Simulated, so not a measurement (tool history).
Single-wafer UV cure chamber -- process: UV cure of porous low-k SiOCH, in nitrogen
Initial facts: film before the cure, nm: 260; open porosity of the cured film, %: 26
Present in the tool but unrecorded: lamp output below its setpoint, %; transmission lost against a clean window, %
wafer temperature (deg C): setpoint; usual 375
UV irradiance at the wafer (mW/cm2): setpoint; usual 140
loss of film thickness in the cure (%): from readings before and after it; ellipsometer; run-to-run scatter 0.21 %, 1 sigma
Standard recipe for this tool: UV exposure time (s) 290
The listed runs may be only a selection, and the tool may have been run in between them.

| run | hour | wafer temperature (deg C) | UV exposure time (s) | UV irradiance at the wafer (mW/cm2) | wafers since the last listed run | hours since the UV bulbs were replaced | wafers since the quartz window was cleaned | loss of film thickness in the cure (%) |
|---|---|---|---|---|---|---|---|---|
| 1 | 0 | 375 | 290 | 140 | 0 | 563.9 | 207 | 15.018 |
| 2 | 55.4 | 375 | 225 | 140 | 199 | 619.3 | 406 | 13.402 |
| 3 | 105.6 | 375 | 290 | 140 | 180 | 669.5 | 587 | 14.357 |
| 4 | 176.4 | 375 | 290 | 140 | 254 | 740.3 | 842 | 14.367 |
| 5 | 246 | 375 | 290 | 140 | 250 | 809.9 | 1092 | 14.629 |
| 6 | 284.7 | 375 | 290 | 140 | 139 | 848.6 | 1232 | 14.484 |
| 7 | 350.8 | 375 | 290 | 140 | 237 | 914.7 | 1470 | 14.237 |
| 8 | 410.1 | 375 | 290 | 140 | 213 | 974 | 1683 | 14.314 |
| 9 | 453.1 | 362 | 290 | 140 | 154 | 1017 | 1838 | 13.824 |
| 10 | 494.4 | 386 | 290 | 140 | 148 | 1058.3 | 1987 | 14.618 |
| 11 | 524.1 | 375 | 290 | 140 | 106 | 1088 | 2094 | 13.881 |
| 12 | 552.7 | 359 | 200 | 111 | 102 | 1116.6 | 2196 | 10.905 |
|  | 601.4 | UV bulbs replaced |
| 13 | 611.4 | 359 | 200 | 111 | 182 | 10 | 2379 | 10.773 |
| 14 | 678.2 | 375 | 125 | 114 | 240 | 76.8 | 2619 | 9.213 |
| 15 | 728.3 | 375 | 290 | 107 | 180 | 126.9 | 2800 | 12.899 |
| 16 | 778.6 | 361 | 165 | 177 | 181 | 177.2 | 2981 | 12.161 |
| 17 | 823.1 | 375 | 290 | 107 | 160 | 221.7 | 3141 | 12.625 |
| 18 | 856.7 | 375 | 290 | 140 | 120 | 255.3 | 3262 | 13.885 |
|  | 909.4 | quartz window cleaned |
| 19 | 914.8 | 389 | 345 | 100 | 180 | 313.4 | 19 | 14.457 |

Forecast run 20:
| 20 | 977.6 | 358 | 205 | 118 | 226 | 376.2 | 245 | ? |

Run 20 gave loss of film thickness in the cure (%) 12.037.
Take away the tool's hidden state, keep the run-to-run variation as it was, and the same run would have given loss of film thickness in the cure (%) 12.304.
